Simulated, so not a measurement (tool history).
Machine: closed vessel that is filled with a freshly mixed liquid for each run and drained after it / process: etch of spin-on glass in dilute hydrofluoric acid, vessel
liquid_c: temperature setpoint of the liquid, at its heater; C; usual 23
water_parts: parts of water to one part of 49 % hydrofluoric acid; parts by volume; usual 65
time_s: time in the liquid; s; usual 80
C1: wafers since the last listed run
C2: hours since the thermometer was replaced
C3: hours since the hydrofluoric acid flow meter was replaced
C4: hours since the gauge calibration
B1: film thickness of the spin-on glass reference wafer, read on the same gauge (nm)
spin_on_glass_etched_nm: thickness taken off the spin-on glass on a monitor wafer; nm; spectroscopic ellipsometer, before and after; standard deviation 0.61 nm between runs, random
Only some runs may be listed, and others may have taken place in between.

run 1 day=0 | liquid_c=23 water_parts=65 time_s=80 | C1=0 C2=894.7 C3=338.9 C4=11.7 | B1=50.01 | spin_on_glass_etched_nm=55.94
run 2 day=1.508 | liquid_c=23 water_parts=65 time_s=80 | C1=4646 C2=930.9 C3=375.1 C4=47.9 | B1=50.01 | spin_on_glass_etched_nm=54.14
-- day=6.938 hydrofluoric acid flow meter replaced
run 3 day=7.992 | liquid_c=23 water_parts=65 time_s=95 | C1=19843 C2=1086.5 C3=25.3 C4=203.5 | B1=50.01 | spin_on_glass_etched_nm=73.01
run 4 day=10.158 | liquid_c=23 water_parts=65 time_s=95 | C1=6674 C2=1138.5 C3=77.3 C4=255.5 | B1=49.97 | spin_on_glass_etched_nm=71.17
run 5 day=11.433 | liquid_c=23 water_parts=65 time_s=95 | C1=3927 C2=1169.1 C3=107.9 C4=286.1 | B1=50.01 | spin_on_glass_etched_nm=70.94
run 6 day=13.942 | liquid_c=20 water_parts=65 time_s=80 | C1=7727 C2=1229.3 C3=168.1 C4=346.3 | B1=50.01 | spin_on_glass_etched_nm=52.04
run 7 day=16.7 | liquid_c=20 water_parts=65 time_s=80 | C1=8497 C2=1295.5 C3=234.3 C4=412.5 | B1=49.95 | spin_on_glass_etched_nm=50.7
run 8 day=19.679 | liquid_c=23 water_parts=65 time_s=80 | C1=9177 C2=1367 C3=305.8 C4=484 | B1=50.06 | spin_on_glass_etched_nm=56.71
run 9 day=22.221 | liquid_c=23 water_parts=65 time_s=80 | C1=7829 C2=1428 C3=366.8 C4=545 | B1=50 | spin_on_glass_etched_nm=54.96
run 10 day=25.142 | liquid_c=23 water_parts=65 time_s=80 | C1=8997 C2=1498.1 C3=436.9 C4=615.1 | B1=50.01 | spin_on_glass_etched_nm=54.49
run 11 day=26.9 | liquid_c=23 water_parts=65 time_s=80 | C1=5416 C2=1540.3 C3=479.1 C4=657.3 | B1=50.01 | spin_on_glass_etched_nm=52.88
-- day=29.175 hydrofluoric acid flow meter replaced
run 12 day=35.371 | liquid_c=23 water_parts=65 time_s=120 | C1=25966 C2=1743.6 C3=148.7 C4=860.6 | B1=49.95 | spin_on_glass_etched_nm=88.6
run 13 day=37.558 | liquid_c=23 water_parts=65 time_s=120 | C1=6738 C2=1796.1 C3=201.2 C4=913.1 | B1=49.98 | spin_on_glass_etched_nm=87.89
run 14 day=40.179 | liquid_c=23 water_parts=65 time_s=100 | C1=8073 C2=1859 C3=264.1 C4=976 | B1=49.99 | spin_on_glass_etched_nm=71.05
run 15 day=43.162 | liquid_c=23 water_parts=65 time_s=100 | C1=9190 C2=1930.6 C3=335.7 C4=1047.6 | B1=49.98 | spin_on_glass_etched_nm=69.97
run 16 day=46.038 | liquid_c=23 water_parts=65 time_s=100 | C1=8856 C2=1999.6 C3=404.7 C4=1116.6 | B1=50.04 | spin_on_glass_etched_nm=69.37
run 17 day=47.083 | liquid_c=21.5 water_parts=85 time_s=120 | C1=3221 C2=2024.7 C3=429.8 C4=1141.7 | B1=50.03 | spin_on_glass_etched_nm=57.3
run 18 day=49.429 | liquid_c=23 water_parts=45 time_s=50 | C1=7226 C2=2081 C3=486.1 C4=1198 | B1=50.03 | spin_on_glass_etched_nm=49.35
-- day=51.733 hydrofluoric acid flow meter replaced
run 19 day=52.033 | liquid_c=18 water_parts=65 time_s=120 | C1=7893 C2=2143.5 C3=7.2 C4=1260.5 | B1=49.97 | spin_on_glass_etched_nm=75.18
run 20 day=54.05 | liquid_c=21.5 water_parts=95 time_s=80 | C1=6212 C2=2191.9 C3=55.6 C4=1308.9 | B1=50.02 | spin_on_glass_etched_nm=37.7
run 21 day=56.65 | liquid_c=19 water_parts=90 time_s=115 | C1=8009 C2=2254.3 C3=118 C4=1371.3 | B1=50.03 | spin_on_glass_etched_nm=50.81
-- day=58.075 thermometer replaced
run 22 day=58.333 | liquid_c=23 water_parts=85 time_s=100 | C1=5057 C2=6.2 C3=158.4 C4=1411.7 | B1=50 | spin_on_glass_etched_nm=54.71
run 23 day=59.379 | liquid_c=26 water_parts=65 time_s=80 | C1=3221 C2=31.3 C3=183.5 C4=1436.8 | B1=49.97 | spin_on_glass_etched_nm=65.72
run 24 day=61.325 | liquid_c=23 water_parts=65 time_s=80 | C1=5994 C2=78 C3=230.2 C4=1483.5 | B1=49.98 | spin_on_glass_etched_nm=57.41
run 25 day=63.417 | liquid_c=19.5 water_parts=35 time_s=110 | C1=6443 C2=128.2 C3=280.4 C4=1533.7 | B1=50 | spin_on_glass_etched_nm=131.7
-- day=64.283 gauge calibrated
run 26 day=65.3 | liquid_c=23 water_parts=65 time_s=80 | C1=5801 C2=173.4 C3=325.6 C4=24.4 | B1=50.02 | spin_on_glass_etched_nm=55.63
run 27 day=66.812 | liquid_c=23 water_parts=75 time_s=40 | C1=4659 C2=209.7 C3=361.9 C4=60.7 | B1=50.06 | spin_on_glass_etched_nm=23.73
run 28 day=67.842 | liquid_c=19 water_parts=85 time_s=80 | C1=3170 C2=234.4 C3=386.6 C4=85.4 | B1=49.99 | spin_on_glass_etched_nm=35.16
run 29 day=70.579 | liquid_c=23 water_parts=40 time_s=40 | C1=8432 C2=300.1 C3=452.3 C4=151.1 | B1=49.94 | spin_on_glass_etched_nm=45.86
-- day=71.092 hydrofluoric acid flow meter replaced
run 30 day=75.067 | liquid_c=23 water_parts=40 time_s=55 | C1=13695 C2=407.8 C3=95.4 C4=258.8 | B1=49.97 | spin_on_glass_etched_nm=66.98
run 31 day=77.088 | liquid_c=20.5 water_parts=85 time_s=125 | C1=6225 C2=456.3 C3=143.9 C4=307.3 | B1=49.98 | spin_on_glass_etched_nm=61.9
run 32 day=79.25 | liquid_c=24.5 water_parts=50 time_s=105 | C1=6661 C2=508.2 C3=195.8 C4=359.2 | B1=50 | spin_on_glass_etched_nm=108.15
run 33 day=80.483 | liquid_c=23 water_parts=65 time_s=80 | C1=3799 C2=537.8 C3=225.4 C4=388.8 | B1=49.96 | spin_on_glass_etched_nm=57.76

Below, each run's measurement less what the same run would have read without the hidden state. Both values contain the same run-to-run variation, but the gauge's scatter may not be the same in both:
The tool's hidden condition here consists of: liquid colder than its thermometer reads (K); hydrofluoric acid flow below the setpoint (%); gauge reads high (%).
run=1 spin_on_glass_etched_nm=-6.38
run=2 spin_on_glass_etched_nm=-6.8
run=3 spin_on_glass_etched_nm=-0.75
run=4 spin_on_glass_etched_nm=-1.71
run=5 spin_on_glass_etched_nm=-2.3
run=6 spin_on_glass_etched_nm=-2.54
run=7 spin_on_glass_etched_nm=-3.44
run=8 spin_on_glass_etched_nm=-5.07
run=9 spin_on_glass_etched_nm=-5.94
run=10 spin_on_glass_etched_nm=-7.12
run=11 spin_on_glass_etched_nm=-7.65
run=12 spin_on_glass_etched_nm=-3.79
run=13 spin_on_glass_etched_nm=-5.05
run=14 spin_on_glass_etched_nm=-5.38
run=15 spin_on_glass_etched_nm=-6.83
run=16 spin_on_glass_etched_nm=-8.27
run=17 spin_on_glass_etched_nm=-7.44
run=18 spin_on_glass_etched_nm=-7.02
run=19 spin_on_glass_etched_nm=-0.32
run=20 spin_on_glass_etched_nm=-0.66
run=21 spin_on_glass_etched_nm=-1.74
run=22 spin_on_glass_etched_nm=-2.51
run=23 spin_on_glass_etched_nm=-3.43
run=24 spin_on_glass_etched_nm=-3.76
run=25 spin_on_glass_etched_nm=-10.14
run=26 spin_on_glass_etched_nm=-5.22
run=27 spin_on_glass_etched_nm=-2.52
run=28 spin_on_glass_etched_nm=-4.02
run=29 spin_on_glass_etched_nm=-5.97
run=30 spin_on_glass_etched_nm=-2.26
run=31 spin_on_glass_etched_nm=-3.03
run=32 spin_on_glass_etched_nm=-6.72
run=33 spin_on_glass_etched_nm=-4.14

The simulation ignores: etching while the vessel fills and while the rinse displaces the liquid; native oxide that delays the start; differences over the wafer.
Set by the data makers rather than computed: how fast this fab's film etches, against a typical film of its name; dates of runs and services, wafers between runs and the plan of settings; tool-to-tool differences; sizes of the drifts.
